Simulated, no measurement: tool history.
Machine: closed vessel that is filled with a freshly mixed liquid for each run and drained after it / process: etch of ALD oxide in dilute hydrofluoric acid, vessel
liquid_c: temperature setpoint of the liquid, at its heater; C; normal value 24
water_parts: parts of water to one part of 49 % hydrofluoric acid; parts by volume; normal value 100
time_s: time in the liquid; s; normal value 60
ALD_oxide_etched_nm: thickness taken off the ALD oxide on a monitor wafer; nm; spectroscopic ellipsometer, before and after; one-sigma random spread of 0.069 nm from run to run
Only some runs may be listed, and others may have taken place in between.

run	hour	liquid_c	water_parts	time_s	read-back film thickness of the ALD oxide reference wafer, read on the same gauge (nm)	ALD_oxide_etched_nm
1	0	24	100	60	139.98	22.49
2	30.8	24	100	60	139.98	22.44
3	51.9	24	100	60	139.97	22.58
4	78.4	24	100	45	140.01	17.02
5	101.3	24	100	45	139.97	16.93
# hour 121: thermometer replaced
# hour 132.8: hydrofluoric acid flow meter replaced
6	135.3	24	100	60	140	21.27
7	169.8	24	100	60	140.01	21.07
8	196.7	26.5	65	60	139.97	37.74
9	210.9	24	125	60	140	16.47
10	235.5	19.5	100	50	139.99	14.79
11	265.3	28.5	100	60	139.97	25.33
# hour 278: gauge calibrated
12	291.2	24	100	60	140.03	21.31
13	319.9	24	100	80	140.06	28.43
14	355.2	24	100	60	139.99	21.36

4 options for the next run, each taken on its own from the tool as it stands now. Forecast them:
A	355.9	24	100	60	?	?
B	355.9	24	100	85	?	?
C	355.9	22	100	60	?	?
D	355.9	27.5	100	60	?	?

run	read-back film thickness of the ALD oxide reference wafer, read on the same gauge (nm)	ALD_oxide_etched_nm
A	140.01	21.26
B	140.01	30.12
C	140.01	19.63
D	140.01	24.35
With no hidden state in the tool, these same runs would have given:
run	ALD_oxide_etched_nm
A	21.08
B	29.86
C	19.46
D	24.16
